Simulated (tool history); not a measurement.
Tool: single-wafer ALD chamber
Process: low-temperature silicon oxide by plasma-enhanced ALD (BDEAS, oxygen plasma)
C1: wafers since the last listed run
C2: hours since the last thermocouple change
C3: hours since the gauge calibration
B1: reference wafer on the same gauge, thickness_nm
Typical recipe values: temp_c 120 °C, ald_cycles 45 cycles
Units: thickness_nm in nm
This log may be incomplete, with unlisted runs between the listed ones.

run 1 hour=0 | temp_c=120 ald_cycles=45 | C1=0 C2=1243.6 C3=288.8 | B1=5.279 | thickness_nm=5.762
run 2 hour=27.7 | temp_c=120 ald_cycles=45 | C1=252 C2=1271.3 C3=316.5 | B1=5.281 | thickness_nm=5.75
run 3 hour=54.6 | temp_c=120 ald_cycles=45 | C1=245 C2=1298.2 C3=343.4 | B1=5.282 | thickness_nm=5.755
run 4 hour=81.4 | temp_c=127 ald_cycles=45 | C1=244 C2=1325 C3=370.2 | B1=5.29 | thickness_nm=5.686
run 5 hour=115.7 | temp_c=127 ald_cycles=45 | C1=312 C2=1359.3 C3=404.5 | B1=5.296 | thickness_nm=5.683
run 6 hour=149.3 | temp_c=130 ald_cycles=45 | C1=306 C2=1392.9 C3=438.1 | B1=5.293 | thickness_nm=5.664
run 7 hour=182.9 | temp_c=120 ald_cycles=43 | C1=306 C2=1426.5 C3=471.7 | B1=5.297 | thickness_nm=5.507
run 8 hour=214.7 | temp_c=120 ald_cycles=43 | C1=290 C2=1458.3 C3=503.5 | B1=5.303 | thickness_nm=5.525
run 9 hour=242.2 | temp_c=120 ald_cycles=45 | C1=250 C2=1485.8 C3=531 | B1=5.307 | thickness_nm=5.755
run 10 hour=271.1 | temp_c=115 ald_cycles=45 | C1=263 C2=1514.7 C3=559.9 | B1=5.312 | thickness_nm=5.869
run 11 hour=286 | temp_c=120 ald_cycles=45 | C1=135 C2=1529.6 C3=574.8 | B1=5.308 | thickness_nm=5.818
run 12 hour=321.3 | temp_c=120 ald_cycles=45 | C1=322 C2=1564.9 C3=610.1 | B1=5.313 | thickness_nm=5.793
run 13 hour=346 | temp_c=120 ald_cycles=45 | C1=225 C2=1589.6 C3=634.8 | B1=5.317 | thickness_nm=5.812
run 14 hour=369.1 | temp_c=120 ald_cycles=45 | C1=210 C2=1612.7 C3=657.9 | B1=5.323 | thickness_nm=5.775
run 15 hour=404.3 | temp_c=120 ald_cycles=45 | C1=321 C2=1647.9 C3=693.1 | B1=5.319 | thickness_nm=5.812
run 16 hour=421.8 | temp_c=120 ald_cycles=45 | C1=159 C2=1665.4 C3=710.6 | B1=5.323 | thickness_nm=5.827
run 17 hour=453.6 | temp_c=126 ald_cycles=50 | C1=290 C2=1697.2 C3=742.4 | B1=5.323 | thickness_nm=6.386
run 18 hour=474.6 | temp_c=126 ald_cycles=50 | C1=191 C2=1718.2 C3=763.4 | B1=5.326 | thickness_nm=6.377
run 19 hour=500.1 | temp_c=126 ald_cycles=50 | C1=232 C2=1743.7 C3=788.9 | B1=5.332 | thickness_nm=6.386
run 20 hour=536.1 | temp_c=128 ald_cycles=45 | C1=328 C2=1779.7 C3=824.9 | B1=5.34 | thickness_nm=5.729
run 21 hour=556.8 | temp_c=128 ald_cycles=45 | C1=188 C2=1800.4 C3=845.6 | B1=5.347 | thickness_nm=5.743
run 22 hour=616.1 | temp_c=120 ald_cycles=45 | C1=540 C2=1859.7 C3=904.9 | B1=5.343 | thickness_nm=5.823
run 23 hour=651.1 | temp_c=120 ald_cycles=45 | C1=319 C2=1894.7 C3=939.9 | B1=5.35 | thickness_nm=5.823
run 24 hour=678.2 | temp_c=130 ald_cycles=38 | C1=247 C2=1921.8 C3=967 | B1=5.354 | thickness_nm=4.845
run 25 hour=710.1 | temp_c=128 ald_cycles=41 | C1=291 C2=1953.7 C3=998.9 | B1=5.365 | thickness_nm=5.244
run 26 hour=734.8 | temp_c=110 ald_cycles=40 | C1=225 C2=1978.4 C3=1023.6 | B1=5.365 | thickness_nm=5.312
run 27 hour=752.7 | temp_c=120 ald_cycles=45 | C1=163 C2=1996.3 C3=1041.5 | B1=5.364 | thickness_nm=5.84
run 28 hour=775.1 | temp_c=124 ald_cycles=39 | C1=204 C2=2018.7 C3=1063.9 | B1=5.365 | thickness_nm=5.033
run 29 hour=793 | temp_c=120 ald_cycles=45 | C1=163 C2=2036.6 C3=1081.8 | B1=5.368 | thickness_nm=5.846
run 30 hour=814 | temp_c=124 ald_cycles=41 | C1=191 C2=2057.6 C3=1102.8 | B1=5.368 | thickness_nm=5.288
run 31 hour=834.4 | temp_c=120 ald_cycles=38 | C1=186 C2=2078 C3=1123.2 | B1=5.368 | thickness_nm=4.946
run 32 hour=853.9 | temp_c=105 ald_cycles=40 | C1=177 C2=2097.5 C3=1142.7 | B1=5.374 | thickness_nm=5.341
run 33 hour=883.2 | temp_c=120 ald_cycles=45 | C1=267 C2=2126.8 C3=1172 | B1=5.379 | thickness_nm=5.874
-- hour=909.8 thermocouple changed; heater temperature recalibrated
-- hour=947.7 gauge calibrated
run 34 hour=959.4 | temp_c=120 ald_cycles=45 | C1=622 C2=49.6 C3=11.7 | B1=5.255 | thickness_nm=5.742
run 35 hour=981 | temp_c=120 ald_cycles=52 | C1=197 C2=71.2 C3=33.3 | B1=5.255 | thickness_nm=6.612
run 36 hour=999.1 | temp_c=129 ald_cycles=45 | C1=165 C2=89.3 C3=51.4 | B1=5.256 | thickness_nm=5.657
run 37 hour=1033.7 | temp_c=115 ald_cycles=40 | C1=315 C2=123.9 C3=86 | B1=5.263 | thickness_nm=5.15
run 38 hour=1139.6 | temp_c=108 ald_cycles=38 | C1=966 C2=229.8 C3=191.9 | B1=5.269 | thickness_nm=4.983
run 39 hour=1199.8 | temp_c=107 ald_cycles=42 | C1=549 C2=290 C3=252.1 | B1=5.282 | thickness_nm=5.532
run 40 hour=1226 | temp_c=120 ald_cycles=45 | C1=239 C2=316.2 C3=278.3 | B1=5.286 | thickness_nm=5.781
run 41 hour=1249.3 | temp_c=120 ald_cycles=45 | C1=212 C2=339.5 C3=301.6 | B1=5.287 | thickness_nm=5.766
run 42 hour=1262.8 | temp_c=120 ald_cycles=45 | C1=123 C2=353 C3=315.1 | B1=5.288 | thickness_nm=5.769
run 43 hour=1281.6 | temp_c=110 ald_cycles=38 | C1=171 C2=371.8 C3=333.9 | B1=5.291 | thickness_nm=4.987
run 44 hour=1297.3 | temp_c=120 ald_cycles=45 | C1=143 C2=387.5 C3=349.6 | B1=5.288 | thickness_nm=5.739
run 45 hour=1404.1 | temp_c=120 ald_cycles=45 | C1=974 C2=494.3 C3=456.4 | B1=5.301 | thickness_nm=5.782
run 46 hour=1424.8 | temp_c=106 ald_cycles=40 | C1=188 C2=515 C3=477.1 | B1=5.309 | thickness_nm=5.307

The tool's hidden state at each run:
wafer temperature above the value expected at the setpoint (K): 0 on each run
H1: gauge reads high (%)
run=1 H1=0.537
run=2 H1=0.596
run=3 H1=0.652
run=4 H1=0.709
run=5 H1=0.781
run=6 H1=0.852
run=7 H1=0.922
run=8 H1=0.989
run=9 H1=1.05
run=10 H1=1.11
run=11 H1=1.14
run=12 H1=1.21
run=13 H1=1.27
run=14 H1=1.31
run=15 H1=1.39
run=16 H1=1.43
run=17 H1=1.49
run=18 H1=1.54
run=19 H1=1.59
run=20 H1=1.67
run=21 H1=1.71
run=22 H1=1.83
run=23 H1=1.91
run=24 H1=1.97
run=25 H1=2.03
run=26 H1=2.08
run=27 H1=2.12
run=28 H1=2.17
run=29 H1=2.21
run=30 H1=2.25
run=31 H1=2.29
run=32 H1=2.34
run=33 H1=2.4
run=34 H1=0.0665
run=35 H1=0.112
run=36 H1=0.15
run=37 H1=0.223
run=38 H1=0.446
run=39 H1=0.573
run=40 H1=0.628
run=41 H1=0.677
run=42 H1=0.705
run=43 H1=0.745
run=44 H1=0.778
run=45 H1=1
run=46 H1=1.05

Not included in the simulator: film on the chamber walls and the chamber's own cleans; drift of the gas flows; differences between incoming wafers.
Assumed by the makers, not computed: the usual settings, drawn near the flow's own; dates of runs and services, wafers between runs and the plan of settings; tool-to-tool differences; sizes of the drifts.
